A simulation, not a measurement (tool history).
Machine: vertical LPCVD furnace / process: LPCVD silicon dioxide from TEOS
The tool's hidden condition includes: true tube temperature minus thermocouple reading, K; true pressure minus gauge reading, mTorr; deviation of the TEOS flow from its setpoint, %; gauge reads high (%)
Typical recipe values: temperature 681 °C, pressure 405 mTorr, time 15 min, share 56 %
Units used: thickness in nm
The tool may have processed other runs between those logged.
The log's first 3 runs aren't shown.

run	hour	temperature	pressure	time	share	wafers since the last listed run	hours since the last temperature calibration	hours since the pressure gauge was zeroed	hours since the TEOS flow controller was replaced	hours since the gauge calibration	read-back reference wafer on the same gauge, thickness	thickness
4	28.4	681	405	15	56	92	2138.2	3452.3	5646.5	530.3	74.39	75.38
# hour 54.2: pressure gauge zeroed
5	75.3	681	405	15	56	212	2185.1	21.1	5693.4	577.2	74.4	77.01
6	91.4	681	405	15	56	149	2201.2	37.2	5709.5	593.3	74.41	77.08
7	101.8	681	405	15	56	96	2211.6	47.6	5719.9	603.7	74.41	77.2
8	129	673	440	19	56	252	2238.8	74.8	5747.1	630.9	74.39	83.8
9	147	691	460	15	56	167	2256.8	92.8	5765.1	648.9	74.44	104.28
10	161.4	693	345	10.5	56	133	2271.2	107.2	5779.5	663.3	74.41	66.34
# hour 197.4: thermocouples replaced and temperature profile calibrated
# hour 203.7: gauge calibrated
# hour 209.7: TEOS flow controller replaced
11	210.2	693	405	20.5	56	116	12.8	156	0.5	6.5	74.43	134.35
12	214.2	681	355	20.5	62	37	16.8	160	4.5	10.5	74.39	99.55
13	218.3	681	405	15	56	38	20.9	164.1	8.6	14.6	74.36	73.9
14	222.3	681	405	10	60	37	24.9	168.1	12.6	18.6	74.42	51.04
15	229.9	670	405	13.5	56	70	32.5	175.7	20.2	26.2	74.43	50.83
16	245.7	681	405	15	61	146	48.3	191.5	36	42	74.39	77.23
17	253	681	330	10.5	60	67	55.6	198.8	43.3	49.3	74.4	48.5
18	264.5	681	405	15	56	106	67.1	210.3	54.8	60.8	74.37	73.9
19	300.4	671	475	15	66	333	103	246.2	90.7	96.7	74.39	68.48
20	317.2	681	355	15	49	155	119.8	263	107.5	113.5	74.4	64.94
21	330	671	500	10	65	118	132.6	275.8	120.3	126.3	74.41	46.42
22	338.3	681	405	15	56	77	140.9	284.1	128.6	134.6	74.37	74.31
23	350.2	674	405	15	56	110	152.8	296	140.5	146.5	74.42	62.8
24	360	681	405	17.5	56	90	162.6	305.8	150.3	156.3	74.41	86.71
25	377.3	681	405	15	56	160	179.9	323.1	167.6	173.6	74.42	74.32
26	394.5	681	405	15	56	159	197.1	340.3	184.8	190.8	74.42	74.57

What does the tool deliver on the next run?
27	404.3	681	405	15	47	90	206.9	350.1	194.6	200.6	?	?

read-back reference wafer on the same gauge, thickness: 74.38
thickness: 68.26 nm
If the tool had no hidden condition, the same run with the same run-to-run variation would have returned thickness 67.39 nm.
